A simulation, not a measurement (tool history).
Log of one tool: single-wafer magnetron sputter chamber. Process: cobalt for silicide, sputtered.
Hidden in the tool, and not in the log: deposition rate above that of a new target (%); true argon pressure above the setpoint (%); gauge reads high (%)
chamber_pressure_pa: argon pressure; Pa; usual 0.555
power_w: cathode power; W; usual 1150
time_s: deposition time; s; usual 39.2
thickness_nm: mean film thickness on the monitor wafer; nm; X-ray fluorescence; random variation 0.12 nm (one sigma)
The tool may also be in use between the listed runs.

| run | day | chamber_pressure_pa | power_w | time_s | wafers since the last listed run | wafers on the sputter target | hours since the last manometer calibration | hours since the magnet pack was replaced | hours since the gauge calibration | read-back reference wafer on the same gauge, thickness_nm | thickness_nm |
|---|---|---|---|---|---|---|---|---|---|---|---|
| 1 | 0.000 | 0.555 | 950 | 39.2 | 0 | 3193 | 1259.9 | 7797.6 | 1763.0 | 22.503 | 17.943 |
|  | 2.667 | gauge calibrated |
|  | 12.104 | sputter target and shields replaced |
| 2 | 13.008 | 0.555 | 950 | 39.2 | 10203 | 728 | 1572.1 | 8109.8 | 248.2 | 22.471 | 18.107 |
| 3 | 14.729 | 0.555 | 1150 | 39.2 | 1385 | 2113 | 1613.4 | 8151.1 | 289.5 | 22.516 | 21.357 |
| 4 | 18.271 | 0.555 | 1150 | 39.2 | 2850 | 4964 | 1698.4 | 8236.1 | 374.5 | 22.499 | 21.273 |
|  | 30.412 | sputter target and shields replaced |
| 5 | 31.154 | 0.620 | 1150 | 39.2 | 10102 | 596 | 2007.6 | 8545.3 | 683.7 | 22.502 | 21.093 |
| 6 | 42.417 | 0.620 | 1150 | 39.2 | 9066 | 9662 | 2277.9 | 8815.6 | 954.0 | 22.504 | 21.017 |
| 7 | 45.708 | 0.555 | 1300 | 41.5 | 2649 | 12312 | 2356.9 | 8894.6 | 1033.0 | 22.481 | 25.491 |
|  | 46.521 | sputter target and shields replaced |
| 8 | 47.904 | 0.555 | 1300 | 41.5 | 1499 | 1114 | 2409.6 | 8947.3 | 1085.7 | 22.497 | 25.487 |
| 9 | 49.738 | 0.555 | 1150 | 39.2 | 1475 | 2590 | 2453.6 | 8991.3 | 1129.7 | 22.504 | 21.900 |
| 10 | 51.962 | 0.493 | 1150 | 39.2 | 1791 | 4381 | 2507.0 | 9044.7 | 1183.1 | 22.506 | 22.382 |
|  | 52.821 | capacitance manometer re-zeroed and calibrated |
| 11 | 56.175 | 0.555 | 1450 | 32.9 | 3122 | 7504 | 80.5 | 9145.8 | 1284.2 | 22.512 | 21.709 |
|  | 57.271 | magnet pack replaced |
| 12 | 59.000 | 0.691 | 900 | 39.2 | 2005 | 9510 | 148.3 | 41.5 | 1352.0 | 22.491 | 15.989 |
|  | 61.492 | sputter target and shields replaced |
| 13 | 63.150 | 0.334 | 1150 | 39.2 | 3072 | 1334 | 247.9 | 141.1 | 1451.6 | 22.493 | 23.656 |
|  | 63.558 | gauge calibrated |
| 14 | 66.012 | 0.745 | 950 | 43.1 | 2304 | 3638 | 316.6 | 209.8 | 58.9 | 22.467 | 17.830 |
| 15 | 68.617 | 0.555 | 1150 | 43.4 | 2096 | 5734 | 379.1 | 272.3 | 121.4 | 22.531 | 23.404 |
| 16 | 71.029 | 0.555 | 1250 | 39.2 | 1942 | 7676 | 437.0 | 330.2 | 179.3 | 22.490 | 22.562 |
| 17 | 75.088 | 0.760 | 1000 | 34.0 | 3266 | 10943 | 534.4 | 427.6 | 276.7 | 22.484 | 14.690 |
|  | 77.733 | sputter target and shields replaced |
| 18 | 77.858 | 0.555 | 1150 | 39.2 | 1962 | 101 | 600.9 | 494.1 | 343.2 | 22.525 | 21.158 |
| 19 | 81.912 | 0.669 | 1400 | 35.2 | 3263 | 3365 | 698.2 | 591.4 | 440.5 | 22.502 | 21.159 |
| 20 | 84.629 | 0.555 | 1150 | 39.2 | 2186 | 5552 | 763.4 | 656.6 | 505.7 | 22.492 | 20.943 |

4 ways to go on from here, each from the tool as it stands after run 20. What would each give?
| A | 84.646 | 0.555 | 1150 | 39.2 | 13 | 5565 | 763.8 | 657.0 | 506.1 | ? | ? |
| B | 84.646 | 0.555 | 1000 | 32.0 | 13 | 5565 | 763.8 | 657.0 | 506.1 | ? | ? |
| C | 84.646 | 0.555 | 950 | 35.2 | 13 | 5565 | 763.8 | 657.0 | 506.1 | ? | ? |
| D | 84.646 | 0.637 | 1150 | 41.6 | 13 | 5565 | 763.8 | 657.0 | 506.1 | ? | ? |

| run | read-back reference wafer on the same gauge, thickness_nm | thickness_nm |
|---|---|---|
| A | 22.491 | 20.982 |
| B | 22.491 | 15.172 |
| C | 22.491 | 15.972 |
| D | 22.491 | 21.388 |
Without the tool's hidden state the same runs would have given:
| run | thickness_nm |
|---|---|
| A | 20.809 |
| B | 15.047 |
| C | 15.840 |
| D | 21.171 |
